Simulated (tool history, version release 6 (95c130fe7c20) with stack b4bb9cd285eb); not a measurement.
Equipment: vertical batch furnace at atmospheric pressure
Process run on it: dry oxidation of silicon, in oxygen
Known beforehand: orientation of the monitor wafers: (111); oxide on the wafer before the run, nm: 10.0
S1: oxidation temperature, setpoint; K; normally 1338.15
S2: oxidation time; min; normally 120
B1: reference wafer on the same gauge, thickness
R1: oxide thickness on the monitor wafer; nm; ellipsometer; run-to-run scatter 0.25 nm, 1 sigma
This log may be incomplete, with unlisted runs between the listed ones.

Run 1, hour 0: usual settings; B1 148.87. Result: R1 142.72 nm.
Run 2, hour 21.8: usual settings but S1 1349.15 K; B1 149.08. Result: R1 152.44 nm.
Run 3, hour 42.6: usual settings but S1 1349.15 K; B1 148.94. Result: R1 152.31 nm.
Run 4, hour 74.9: usual settings but S1 1355.15 K; B1 149.03. Result: R1 158.22 nm.
Run 5, hour 92.8: usual settings but S1 1355.15 K; B1 148.88. Result: R1 158.35 nm.
Run 6, hour 109.3: usual settings; B1 148.95. Result: R1 142.57 nm.
At hour 186.9: boat lift adjusted.
At hour 219.5: thermocouples replaced and temperature profile calibrated.
Run 7, hour 220: usual settings; B1 148.99. Result: R1 138.71 nm.
Run 8, hour 252.1: usual settings; B1 149.01. Result: R1 139.32 nm.
Run 9, hour 275.8: usual settings; B1 149.01. Result: R1 139.29 nm.
At hour 292.5: gauge calibrated.
Run 10, hour 310: usual settings; B1 149.01. Result: R1 139.36 nm.
Run 11, hour 332.4: usual settings; B1 148.93. Result: R1 139.53 nm.
Run 12, hour 354.8: usual settings but S1 1360.15 K, S2 76 min; B1 149.03. Result: R1 121.42 nm.
Run 13, hour 377.3: usual settings; B1 149.08. Result: R1 139.44 nm.
Run 14, hour 403.2: usual settings but S1 1317.15 K, S2 87.5 min; B1 148.98. Result: R1 102.59 nm.
Run 15, hour 436.6: usual settings but S1 1349.15 K; B1 149.08. Result: R1 149.15 nm.
Run 16, hour 476.4: usual settings but S2 100 min; B1 148.94. Result: R1 125.7 nm.
Run 17, hour 494.9: usual settings; B1 149.01. Result: R1 140.42 nm.
Run 18, hour 522.7: usual settings but S1 1356.15 K, S2 137 min; B1 149. Result: R1 168.25 nm.
Run 19, hour 539.9: usual settings but S2 85.5 min; B1 149.04. Result: R1 114.32 nm.
Run 20, hour 551.9: usual settings but S2 62.5 min; B1 148.99. Result: R1 94.86 nm.
Run 21, hour 587.7: usual settings but S1 1347.15 K, S2 66.5 min; B1 148.95. Result: R1 104.16 nm.
Run 22, hour 612.3: usual settings but S1 1319.15 K, S2 74 min; B1 149. Result: R1 94.01 nm.

List, for all runs, the conditions of the tool that the log does not record:
monitor wafer colder than the profiled boat position, K: 0, the same for each run
gauge reads high (%): 0, the same for each run
H1: true tube temperature minus thermocouple reading, K
run      H1
  1    5.01
  2    5.02
  3    5.03
  4    5.04
  5    5.05
  6    5.06
  7  0.0458
  8   0.278
  9   0.442
 10   0.671
 11   0.814
 12   0.953
 13    1.09
 14    1.24
 15    1.43
 16    1.64
 17    1.73
 18    1.87
 19    1.95
 20    2.01
 21    2.17
 22    2.27
